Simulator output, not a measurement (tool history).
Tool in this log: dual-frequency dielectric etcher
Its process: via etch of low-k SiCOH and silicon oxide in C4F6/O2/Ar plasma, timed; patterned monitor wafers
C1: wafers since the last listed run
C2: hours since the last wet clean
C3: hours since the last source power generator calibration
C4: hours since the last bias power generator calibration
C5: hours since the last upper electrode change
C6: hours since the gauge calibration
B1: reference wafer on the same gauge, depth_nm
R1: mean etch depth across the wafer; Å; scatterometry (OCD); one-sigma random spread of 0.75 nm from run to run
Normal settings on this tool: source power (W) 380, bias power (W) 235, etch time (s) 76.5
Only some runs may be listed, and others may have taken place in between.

run 1 hour=0 | source_power_(W)=380 bias_power_(W)=235 etch_time_(s)=76.5 | C1=0 C2=208.9 C3=2328.8 C4=4455.9 C5=5743.3 C6=234.6 | B1=289.2 | R1=2649
run 2 hour=16.4 | source_power_(W)=380 bias_power_(W)=235 etch_time_(s)=76.5 | C1=262 C2=225.3 C3=2345.2 C4=4472.3 C5=5759.7 C6=251 | B1=289 | R1=2644
run 3 hour=33.7 | source_power_(W)=380 bias_power_(W)=235 etch_time_(s)=76.5 | C1=276 C2=242.6 C3=2362.5 C4=4489.6 C5=5777 C6=268.3 | B1=289.1 | R1=2639
run 4 hour=41.8 | source_power_(W)=380 bias_power_(W)=235 etch_time_(s)=76.5 | C1=129 C2=250.7 C3=2370.6 C4=4497.7 C5=5785.1 C6=276.4 | B1=289.2 | R1=2645
run 5 hour=53.3 | source_power_(W)=300 bias_power_(W)=235 etch_time_(s)=87 | C1=184 C2=262.2 C3=2382.1 C4=4509.2 C5=5796.6 C6=287.9 | B1=289 | R1=2734
run 6 hour=62.4 | source_power_(W)=300 bias_power_(W)=235 etch_time_(s)=87 | C1=145 C2=271.3 C3=2391.2 C4=4518.3 C5=5805.7 C6=297 | B1=289.2 | R1=2730
run 7 hour=74.8 | source_power_(W)=300 bias_power_(W)=235 etch_time_(s)=87 | C1=198 C2=283.7 C3=2403.6 C4=4530.7 C5=5818.1 C6=309.4 | B1=289.1 | R1=2729
-- hour=80.3 gauge calibrated
run 8 hour=80.8 | source_power_(W)=380 bias_power_(W)=255 etch_time_(s)=76.5 | C1=96 C2=289.7 C3=2409.6 C4=4536.7 C5=5824.1 C6=0.5 | B1=289.2 | R1=2726
run 9 hour=93.6 | source_power_(W)=380 bias_power_(W)=255 etch_time_(s)=76.5 | C1=204 C2=302.5 C3=2422.4 C4=4549.5 C5=5836.9 C6=13.3 | B1=289 | R1=2730
-- hour=119.9 upper electrode replaced
run 10 hour=120.4 | source_power_(W)=380 bias_power_(W)=255 etch_time_(s)=76.5 | C1=44 C2=329.3 C3=2449.2 C4=4576.3 C5=0.5 C6=40.1 | B1=289.1 | R1=2740
run 11 hour=125.1 | source_power_(W)=360 bias_power_(W)=235 etch_time_(s)=59.5 | C1=75 C2=334 C3=2453.9 C4=4581 C5=5.2 C6=44.8 | B1=288.9 | R1=2020
-- hour=134.5 bias power generator calibrated
run 12 hour=136.2 | source_power_(W)=380 bias_power_(W)=235 etch_time_(s)=76.5 | C1=113 C2=345.1 C3=2465 C4=1.7 C5=16.3 C6=55.9 | B1=289.1 | R1=2670
run 13 hour=151.8 | source_power_(W)=380 bias_power_(W)=235 etch_time_(s)=76.5 | C1=249 C2=360.7 C3=2480.6 C4=17.3 C5=31.9 C6=71.5 | B1=289 | R1=2658
-- hour=162.7 source power generator calibrated
run 14 hour=163.2 | source_power_(W)=380 bias_power_(W)=235 etch_time_(s)=76.5 | C1=118 C2=372.1 C3=0.5 C4=28.7 C5=43.3 C6=82.9 | B1=288.7 | R1=2658
run 15 hour=175.7 | source_power_(W)=380 bias_power_(W)=235 etch_time_(s)=62.5 | C1=200 C2=384.6 C3=13 C4=41.2 C5=55.8 C6=95.4 | B1=289 | R1=2187
run 16 hour=190 | source_power_(W)=380 bias_power_(W)=235 etch_time_(s)=76.5 | C1=228 C2=398.9 C3=27.3 C4=55.5 C5=70.1 C6=109.7 | B1=288.9 | R1=2670
run 17 hour=216.2 | source_power_(W)=380 bias_power_(W)=235 etch_time_(s)=60.5 | C1=419 C2=425.1 C3=53.5 C4=81.7 C5=96.3 C6=135.9 | B1=288.8 | R1=2121
run 18 hour=264.4 | source_power_(W)=420 bias_power_(W)=283 etch_time_(s)=76.5 | C1=771 C2=473.3 C3=101.7 C4=129.9 C5=144.5 C6=184.1 | B1=288.9 | R1=2970
-- hour=298.4 wet clean of the chamber
run 19 hour=298.9 | source_power_(W)=480 bias_power_(W)=235 etch_time_(s)=60 | C1=168 C2=0.5 C3=136.2 C4=164.4 C5=179 C6=218.6 | B1=288.9 | R1=2250
run 20 hour=311.7 | source_power_(W)=380 bias_power_(W)=235 etch_time_(s)=76.5 | C1=204 C2=13.3 C3=149 C4=177.2 C5=191.8 C6=231.4 | B1=289.1 | R1=2623
run 21 hour=325.8 | source_power_(W)=430 bias_power_(W)=235 etch_time_(s)=88 | C1=225 C2=27.4 C3=163.1 C4=191.3 C5=205.9 C6=245.5 | B1=289 | R1=3164
run 22 hour=343.7 | source_power_(W)=480 bias_power_(W)=235 etch_time_(s)=76.5 | C1=286 C2=45.3 C3=181 C4=209.2 C5=223.8 C6=263.4 | B1=288.9 | R1=2885
run 23 hour=354 | source_power_(W)=380 bias_power_(W)=235 etch_time_(s)=92 | C1=164 C2=55.6 C3=191.3 C4=219.5 C5=234.1 C6=273.7 | B1=289.1 | R1=3136
run 24 hour=377.5 | source_power_(W)=450 bias_power_(W)=216 etch_time_(s)=76.5 | C1=376 C2=79.1 C3=214.8 C4=243 C5=257.6 C6=297.2 | B1=288.8 | R1=2733
run 25 hour=386.9 | source_power_(W)=380 bias_power_(W)=235 etch_time_(s)=76.5 | C1=150 C2=88.5 C3=224.2 C4=252.4 C5=267 C6=306.6 | B1=289.1 | R1=2635
run 26 hour=393.5 | source_power_(W)=430 bias_power_(W)=235 etch_time_(s)=99.5 | C1=105 C2=95.1 C3=230.8 C4=259 C5=273.6 C6=313.2 | B1=289.1 | R1=3591
run 27 hour=404.3 | source_power_(W)=380 bias_power_(W)=213 etch_time_(s)=58 | C1=172 C2=105.9 C3=241.6 C4=269.8 C5=284.4 C6=324 | B1=289.3 | R1=1936
run 28 hour=412.9 | source_power_(W)=280 bias_power_(W)=250 etch_time_(s)=67 | C1=137 C2=114.5 C3=250.2 C4=278.4 C5=293 C6=332.6 | B1=289 | R1=2067
-- hour=423.9 gauge calibrated
run 29 hour=429.8 | source_power_(W)=380 bias_power_(W)=235 etch_time_(s)=76.5 | C1=270 C2=131.4 C3=267.1 C4=295.3 C5=309.9 C6=5.9 | B1=289 | R1=2624
run 30 hour=447.4 | source_power_(W)=380 bias_power_(W)=235 etch_time_(s)=68 | C1=281 C2=149 C3=284.7 C4=312.9 C5=327.5 C6=23.5 | B1=289.2 | R1=2328
run 31 hour=457.5 | source_power_(W)=380 bias_power_(W)=258 etch_time_(s)=65 | C1=161 C2=159.1 C3=294.8 C4=323 C5=337.6 C6=33.6 | B1=289.2 | R1=2314

For each entry between runs, how does the tool's hidden state at the last listed run before it compare with that at the first listed run after it?
Runs 7 to 8: gauge calibrated (hour 80.3)
  etch rate over this chamber's usual, %: 1.59 -> 1.63
  measured less the result without the state, R1: +43 -> +44 Å
Runs 9 to 10: upper electrode replaced (hour 119.9)
  etch rate over this chamber's usual, %: 1.71 -> 1.88
  measured less the result without the state, R1: +46 -> +51 Å
Runs 11 to 12: bias power generator calibrated (hour 134.5)
  etch rate over this chamber's usual, %: 1.91 -> 1.98
  measured less the result without the state, R1: +38 -> +52 Å
Runs 13 to 14: source power generator calibrated (hour 162.7)
  etch rate over this chamber's usual, %: 2.08 -> 2.15
  measured less the result without the state, R1: +54 -> +56 Å
Runs 18 to 19: wet clean of the chamber (hour 298.4)
  etch rate over this chamber's usual, %: 2.78 -> 0.0506
  measured less the result without the state, R1: +80 -> +1 Å
Runs 28 to 29: gauge calibrated (hour 423.9)
  etch rate over this chamber's usual, %: 0.765 -> 0.871
  measured less the result without the state, R1: +16 -> +23 Å
